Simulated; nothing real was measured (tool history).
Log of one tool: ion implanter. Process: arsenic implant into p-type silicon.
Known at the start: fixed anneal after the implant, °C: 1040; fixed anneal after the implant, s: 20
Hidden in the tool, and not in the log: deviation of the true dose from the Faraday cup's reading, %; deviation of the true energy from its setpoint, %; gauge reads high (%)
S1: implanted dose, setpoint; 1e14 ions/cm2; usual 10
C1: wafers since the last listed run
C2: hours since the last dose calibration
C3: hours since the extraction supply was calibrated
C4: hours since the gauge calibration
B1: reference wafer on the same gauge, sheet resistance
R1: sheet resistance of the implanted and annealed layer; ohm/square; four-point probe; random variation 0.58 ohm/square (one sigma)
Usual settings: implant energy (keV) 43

Run 1, hour 0: usual settings; C1 0; C2 549.6; C3 1703.2; C4 174.4; B1 96.07. Result: R1 110.08 ohm/square.
Run 2, hour 15.6: usual settings; C1 192; C2 565.2; C3 1718.8; C4 190; B1 96.03. Result: R1 110.39 ohm/square.
Run 3, hour 31.2: usual settings; C1 192; C2 580.8; C3 1734.4; C4 205.6; B1 96.05. Result: R1 109.78 ohm/square.
Run 4, hour 48.6: usual settings; C1 214; C2 598.2; C3 1751.8; C4 223; B1 96.2. Result: R1 110.26 ohm/square.
Run 5, hour 61.3: usual settings; C1 156; C2 610.9; C3 1764.5; C4 235.7; B1 95.98. Result: R1 110.49 ohm/square.
Run 6, hour 70.7: usual settings; C1 115; C2 620.3; C3 1773.9; C4 245.1; B1 96.05. Result: R1 110.27 ohm/square.
Run 7, hour 80: usual settings; C1 114; C2 629.6; C3 1783.2; C4 254.4; B1 96.01. Result: R1 109.39 ohm/square.
Run 8, hour 97.8: usual settings but implant energy (keV) 33; C1 219; C2 647.4; C3 1801; C4 272.2; B1 95.9. Result: R1 115.2 ohm/square.
Run 9, hour 138.2: usual settings; C1 497; C2 687.8; C3 1841.4; C4 312.6; B1 95.87. Result: R1 111.75 ohm/square.
Run 10, hour 145.6: usual settings; C1 91; C2 695.2; C3 1848.8; C4 320; B1 95.85. Result: R1 111.88 ohm/square.
Run 11, hour 157.3: usual settings; C1 144; C2 706.9; C3 1860.5; C4 331.7; B1 96. Result: R1 111.06 ohm/square.
Run 12, hour 170.8: usual settings; C1 166; C2 720.4; C3 1874; C4 345.2; B1 95.79. Result: R1 111.71 ohm/square.
Run 13, hour 179.6: usual settings but S1 10.95 1e14 ions/cm2, implant energy (keV) 39; C1 108; C2 729.2; C3 1882.8; C4 354; B1 95.85. Result: R1 105.67 ohm/square.
Run 14, hour 187.8: usual settings but S1 7.38 1e14 ions/cm2; C1 101; C2 737.4; C3 1891; C4 362.2; B1 96.08. Result: R1 137.44 ohm/square.
At hour 201.2: Faraday cup replaced and dose calibrated.
Run 15, hour 201.7: usual settings but S1 7.56 1e14 ions/cm2, implant energy (keV) 52.5; C1 72; C2 0.5; C3 1904.9; C4 376.1; B1 95.77. Result: R1 136.19 ohm/square.
Run 16, hour 209.9: usual settings; C1 101; C2 8.7; C3 1913.1; C4 384.3; B1 95.94. Result: R1 113.97 ohm/square.
Run 17, hour 216: usual settings; C1 75; C2 14.8; C3 1919.2; C4 390.4; B1 96.16. Result: R1 113.31 ohm/square.
At hour 224.2: extraction supply calibrated.
Run 18, hour 224.7: usual settings; C1 8; C2 23.5; C3 0.5; C4 399.1; B1 96.05. Result: R1 114.09 ohm/square.
At hour 232.6: gauge calibrated.
Run 19, hour 237.7: usual settings but S1 7.37 1e14 ions/cm2, implant energy (keV) 47; C1 160; C2 36.5; C3 13.5; C4 5.1; B1 95.89. Result: R1 141.05 ohm/square.
Run 20, hour 247.7: usual settings but implant energy (keV) 36; C1 123; C2 46.5; C3 23.5; C4 15.1; B1 96.02. Result: R1 116.85 ohm/square.
Run 21, hour 264: usual settings; C1 200; C2 62.8; C3 39.8; C4 31.4; B1 96.04. Result: R1 113.41 ohm/square.
Run 22, hour 272.2: usual settings but S1 7.48 1e14 ions/cm2, implant energy (keV) 35.5; C1 101; C2 71; C3 48; C4 39.6; B1 95.89. Result: R1 144.02 ohm/square.
Run 23, hour 278.3: usual settings but S1 10.88 1e14 ions/cm2, implant energy (keV) 52; C1 75; C2 77.1; C3 54.1; C4 45.7; B1 95.94. Result: R1 103.09 ohm/square.
At hour 303.2: Faraday cup replaced and dose calibrated, repeated, since the last time left the tool worse.
Run 24, hour 303.7: usual settings but S1 12.8 1e14 ions/cm2; C1 214; C2 0.5; C3 79.5; C4 71.1; B1 96.03. Result: R1 92.43 ohm/square.
Run 25, hour 308.6: usual settings but S1 11.67 1e14 ions/cm2, implant energy (keV) 58; C1 60; C2 5.4; C3 84.4; C4 76; B1 95.98. Result: R1 93.1 ohm/square.
Run 26, hour 319.3: usual settings but S1 12.87 1e14 ions/cm2, implant energy (keV) 28; C1 131; C2 16.1; C3 95.1; C4 86.7; B1 95.86. Result: R1 99.87 ohm/square.
Run 27, hour 342.3: usual settings but S1 10.84 1e14 ions/cm2, implant energy (keV) 32.5; C1 283; C2 39.1; C3 118.1; C4 109.7; B1 96.22. Result: R1 108.48 ohm/square.
Run 28, hour 353.9: usual settings; C1 142; C2 50.7; C3 129.7; C4 121.3; B1 95.79. Result: R1 109.44 ohm/square.
Run 29, hour 360.3: usual settings; C1 78; C2 57.1; C3 136.1; C4 127.7; B1 96.12. Result: R1 108.72 ohm/square.
Run 30, hour 367.2: usual settings but S1 11.78 1e14 ions/cm2, implant energy (keV) 57.5; C1 85; C2 64; C3 143; C4 134.6; B1 96.18. Result: R1 92.77 ohm/square.
Run 31, hour 378.7: usual settings but S1 11.48 1e14 ions/cm2, implant energy (keV) 55; C1 141; C2 75.5; C3 154.5; C4 146.1; B1 96.03. Result: R1 95.14 ohm/square.
Run 32, hour 385: usual settings but S1 12.17 1e14 ions/cm2, implant energy (keV) 30; C1 77; C2 81.8; C3 160.8; C4 152.4; B1 96.02. Result: R1 102.52 ohm/square.
Run 33, hour 394.1: usual settings but S1 7.27 1e14 ions/cm2, implant energy (keV) 47.5; C1 112; C2 90.9; C3 169.9; C4 161.5; B1 96.1. Result: R1 135.06 ohm/square.
Run 34, hour 404.2: usual settings; C1 124; C2 101; C3 180; C4 171.6; B1 95.97. Result: R1 108.51 ohm/square.
Run 35, hour 421.7: usual settings but S1 7.94 1e14 ions/cm2; C1 215; C2 118.5; C3 197.5; C4 189.1; B1 95.99. Result: R1 128.44 ohm/square.
Run 36, hour 466.6: usual settings; C1 553; C2 163.4; C3 242.4; C4 234; B1 95.99. Result: R1 109.31 ohm/square.
Run 37, hour 480.1: usual settings but S1 11.88 1e14 ions/cm2, implant energy (keV) 33.5; C1 166; C2 176.9; C3 255.9; C4 247.5; B1 96.13. Result: R1 100.7 ohm/square.

What the log doesn't show, run by run:
deviation of the true energy from its setpoint, %: 0 in every run
gauge reads high (%): 0 in every run
H1: deviation of the true dose from the Faraday cup's reading, %
run      H1
  1   -2.05
  2   -2.18
  3   -2.32
  4   -2.48
  5    -2.6
  6   -2.69
  7   -2.78
  8   -2.95
  9   -3.37
 10   -3.45
 11   -3.57
 12   -3.72
 13   -3.82
 14   -3.92
 15   -6.42
 16   -6.42
 17   -6.42
 18   -6.43
 19   -6.43
 20   -6.44
 21   -6.45
 22   -6.46
 23   -6.47
 24  -0.304
 25  -0.304
 26  -0.306
 27  -0.315
 28  -0.323
 29  -0.329
 30  -0.335
 31  -0.348
 32  -0.355
 33  -0.367
 34  -0.382
 35  -0.412
 36   -0.51
 37  -0.545

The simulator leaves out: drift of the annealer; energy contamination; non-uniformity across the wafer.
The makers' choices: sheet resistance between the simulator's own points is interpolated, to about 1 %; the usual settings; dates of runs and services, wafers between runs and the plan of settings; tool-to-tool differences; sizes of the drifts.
